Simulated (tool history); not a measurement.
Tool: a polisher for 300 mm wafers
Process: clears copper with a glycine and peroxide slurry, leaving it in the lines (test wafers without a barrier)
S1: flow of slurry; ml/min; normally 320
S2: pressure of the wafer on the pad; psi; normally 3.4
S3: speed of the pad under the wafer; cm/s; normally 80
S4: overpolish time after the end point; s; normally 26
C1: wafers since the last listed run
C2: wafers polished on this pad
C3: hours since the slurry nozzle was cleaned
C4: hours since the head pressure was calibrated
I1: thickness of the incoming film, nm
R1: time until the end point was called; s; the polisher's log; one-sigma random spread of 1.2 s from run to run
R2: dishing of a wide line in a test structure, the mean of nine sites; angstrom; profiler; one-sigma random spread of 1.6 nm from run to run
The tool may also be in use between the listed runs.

{"run": 1, "hour": 0.0, "S1": 320, "S2": 3.7, "S3": 80, "S4": 26, "C1": 0, "C2": 583, "C3": 543.9, "C4": 706.2, "I1": 527.4, "R1": 112.8, "R2": 686}
{"run": 2, "hour": 14.9, "S1": 320, "S2": 4.3, "S3": 80, "S4": 26, "C1": 135, "C2": 719, "C3": 558.8, "C4": 721.1, "I1": 529.0, "R1": 103.3, "R2": 777}
{"run": 3, "hour": 30.3, "S1": 320, "S2": 3.4, "S3": 80, "S4": 26, "C1": 140, "C2": 859, "C3": 574.2, "C4": 736.5, "I1": 524.3, "R1": 123.0, "R2": 665}
{"run": 4, "hour": 37.9, "S1": 320, "S2": 3.4, "S3": 80, "S4": 26, "C1": 69, "C2": 929, "C3": 581.8, "C4": 744.1, "I1": 528.0, "R1": 125.8, "R2": 650}
{"run": 5, "hour": 50.2, "S1": 320, "S2": 3.4, "S3": 100, "S4": 26, "C1": 112, "C2": 1041, "C3": 594.1, "C4": 756.4, "I1": 534.4, "R1": 106.1, "R2": 723}
{"run": 6, "hour": 58.4, "S1": 320, "S2": 3.4, "S3": 100, "S4": 26, "C1": 74, "C2": 1116, "C3": 602.3, "C4": 764.6, "I1": 536.8, "R1": 105.8, "R2": 734}
{"run": 7, "hour": 66.2, "S1": 320, "S2": 3.4, "S3": 100, "S4": 26, "C1": 71, "C2": 1187, "C3": 610.1, "C4": 772.4, "I1": 535.1, "R1": 105.7, "R2": 711}
{"run": 8, "hour": 83.3, "S1": 320, "S2": 3.4, "S3": 80, "S4": 26, "C1": 155, "C2": 1343, "C3": 627.2, "C4": 789.5, "I1": 537.0, "R1": 125.7, "R2": 625}
{"run": 9, "hour": 92.7, "S1": 275, "S2": 3.4, "S3": 100, "S4": 26, "C1": 85, "C2": 1429, "C3": 636.6, "C4": 798.9, "I1": 533.8, "R1": 107.8, "R2": 763}
{"hour": 99.7, "done": "worn pad replaced by a new one"}
{"run": 10, "hour": 104.0, "S1": 380, "S2": 3.4, "S3": 80, "S4": 26, "C1": 66, "C2": 38, "C3": 647.9, "C4": 810.2, "I1": 519.0, "R1": 109.0, "R2": 713}
{"run": 11, "hour": 114.5, "S1": 285, "S2": 2.6, "S3": 98, "S4": 11, "C1": 95, "C2": 134, "C3": 658.4, "C4": 820.7, "I1": 536.6, "R1": 126.7, "R2": 306}
{"hour": 120.4, "done": "head pressure recalibrated"}
{"run": 12, "hour": 125.3, "S1": 380, "S2": 3.9, "S3": 80, "S4": 18, "C1": 80, "C2": 214, "C3": 669.2, "C4": 4.9, "I1": 522.8, "R1": 103.3, "R2": 565}
{"run": 13, "hour": 134.6, "S1": 320, "S2": 4.5, "S3": 80, "S4": 26, "C1": 84, "C2": 299, "C3": 678.5, "C4": 14.2, "I1": 530.3, "R1": 94.3, "R2": 795}
{"hour": 136.4, "done": "slurry nozzle cleaned"}
{"run": 14, "hour": 151.0, "S1": 265, "S2": 3.4, "S3": 62, "S4": 12, "C1": 140, "C2": 440, "C3": 14.6, "C4": 30.6, "I1": 528.8, "R1": 149.8, "R2": 277}
{"run": 15, "hour": 157.8, "S1": 320, "S2": 3.4, "S3": 80, "S4": 26, "C1": 62, "C2": 502, "C3": 21.4, "C4": 37.4, "I1": 538.1, "R1": 124.6, "R2": 652}
{"run": 16, "hour": 175.0, "S1": 370, "S2": 3.4, "S3": 80, "S4": 26, "C1": 156, "C2": 659, "C3": 38.6, "C4": 54.6, "I1": 532.1, "R1": 123.4, "R2": 625}
{"run": 17, "hour": 192.8, "S1": 320, "S2": 3.4, "S3": 80, "S4": 26, "C1": 162, "C2": 821, "C3": 56.4, "C4": 72.4, "I1": 524.0, "R1": 124.5, "R2": 638}

Some steps in R1, run to run, broken into two amounts with sign: the step expected even without the hidden condition (settings, incoming material, random variation), and the rest, left for the hidden condition together with whatever gauge scatter is not in both the measured and the hidden-condition-free result:
The tool's hidden condition here consists of: removal rate lost through wear of the pad, %; slurry flow missing at the pad, %; deviation of the head's pressure from its setpoint, %.
Run 9 -> 10: S1 275 -> 380, S3 100 -> 80, worn pad replaced by a new one. R1 +1.2 s: hidden state -11.6, all else +12.8.
Run 13 -> 14: S1 320 -> 265, S2 4.5 -> 3.4, S3 80 -> 62, S4 26 -> 12, slurry nozzle cleaned. R1 +55.5 s: hidden state +6.5, all else +49.0.

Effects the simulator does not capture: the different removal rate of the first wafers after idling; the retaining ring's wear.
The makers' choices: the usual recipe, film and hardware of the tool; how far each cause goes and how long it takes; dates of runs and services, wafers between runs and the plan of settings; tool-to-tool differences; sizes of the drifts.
